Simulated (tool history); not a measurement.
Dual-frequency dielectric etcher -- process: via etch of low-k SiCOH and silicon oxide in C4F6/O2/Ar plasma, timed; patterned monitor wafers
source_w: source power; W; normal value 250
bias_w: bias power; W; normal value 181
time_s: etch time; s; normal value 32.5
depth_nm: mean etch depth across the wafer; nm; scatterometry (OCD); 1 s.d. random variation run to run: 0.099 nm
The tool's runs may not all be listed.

| run | hour | source_w | bias_w | time_s | wafers since the last listed run | hours since the last wet clean | hours since the last source power generator calibration | hours since the last bias power generator calibration | hours since the last upper electrode change | hours since the gauge calibration | read-back reference wafer on the same gauge, depth_nm | depth_nm |
|---|---|---|---|---|---|---|---|---|---|---|---|---|
| 1 | 0.0 | 250 | 181 | 32.5 | 0 | 415.3 | 2101.0 | 4049.8 | 2764.1 | 498.2 | 71.1 | 64.0 |
| 2 | 102.2 | 250 | 181 | 32.5 | 1692 | 517.5 | 2203.2 | 4152.0 | 2866.3 | 600.4 | 71.0 | 64.2 |
| 3 | 146.3 | 250 | 181 | 32.5 | 730 | 561.6 | 2247.3 | 4196.1 | 2910.4 | 644.5 | 71.0 | 64.0 |
| 4 | 186.0 | 250 | 181 | 32.5 | 657 | 601.3 | 2287.0 | 4235.8 | 2950.1 | 684.2 | 71.0 | 64.0 |
|  | 233.1 | wet clean of the chamber |
| 5 | 235.2 | 250 | 181 | 40.0 | 417 | 2.1 | 2336.2 | 4285.0 | 2999.3 | 733.4 | 71.0 | 78.4 |
| 6 | 326.2 | 250 | 181 | 40.0 | 1507 | 93.1 | 2427.2 | 4376.0 | 3090.3 | 824.4 | 71.0 | 78.7 |
| 7 | 406.0 | 250 | 181 | 40.0 | 1321 | 172.9 | 2507.0 | 4455.8 | 3170.1 | 904.2 | 71.0 | 78.5 |
|  | 476.5 | source power generator calibrated |
| 8 | 507.5 | 270 | 192 | 32.5 | 1614 | 274.4 | 31.0 | 4557.3 | 3271.6 | 1005.7 | 71.0 | 68.4 |
|  | 539.3 | gauge calibrated |
| 9 | 549.5 | 250 | 181 | 32.5 | 695 | 316.4 | 73.0 | 4599.3 | 3313.6 | 10.2 | 71.0 | 64.9 |
| 10 | 667.0 | 300 | 181 | 42.5 | 1946 | 433.9 | 190.5 | 4716.8 | 3431.1 | 127.7 | 71.0 | 90.5 |
|  | 761.7 | bias power generator calibrated |
|  | 782.7 | upper electrode replaced |
|  | 838.7 | wet clean of the chamber |
| 11 | 910.7 | 230 | 147 | 26.5 | 3225 | 72.0 | 434.2 | 149.0 | 128.0 | 371.4 | 71.0 | 48.0 |
| 12 | 949.5 | 250 | 181 | 32.5 | 642 | 110.8 | 473.0 | 187.8 | 166.8 | 410.2 | 71.0 | 65.8 |
| 13 | 1011.8 | 250 | 163 | 23.0 | 1031 | 173.1 | 535.3 | 250.1 | 229.1 | 472.5 | 71.0 | 44.8 |
| 14 | 1071.4 | 290 | 149 | 30.0 | 987 | 232.7 | 594.9 | 309.7 | 288.7 | 532.1 | 71.0 | 59.3 |
| 15 | 1121.8 | 200 | 164 | 37.0 | 834 | 283.1 | 645.3 | 360.1 | 339.1 | 582.5 | 71.0 | 66.7 |

Hidden condition of the tool, last listed run before each entry between runs versus first listed run after:
After run 4, before run 5: wet clean of the chamber (hour 233.1)
  source power that arrives over what is set, %: -3.9 -> -3.99; bias power that arrives over what is set, %: -4.03 -> -4.09
  measured less the result without the state, depth_nm: -2.0 -> -2.5 nm
After run 7, before run 8: source power generator calibrated (hour 476.5)
  source power that arrives over what is set, %: -4.28 -> 0.508; bias power that arrives over what is set, %: -4.28 -> -4.39
  measured less the result without the state, depth_nm: -2.6 -> -1.1 nm
After run 8, before run 9: gauge calibrated (hour 539.3)
  source power that arrives over what is set, %: 0.508 -> 0.436; bias power that arrives over what is set, %: -4.39 -> -4.44
  measured less the result without the state, depth_nm: -1.1 -> -1.1 nm
After run 10, before run 11: bias power generator calibrated (hour 761.7); upper electrode replaced (hour 782.7); wet clean of the chamber (hour 838.7)
  source power that arrives over what is set, %: 0.231 -> -0.192; bias power that arrives over what is set, %: -4.57 -> -0.181
  measured less the result without the state, depth_nm: -1.6 -> -0.1 nm
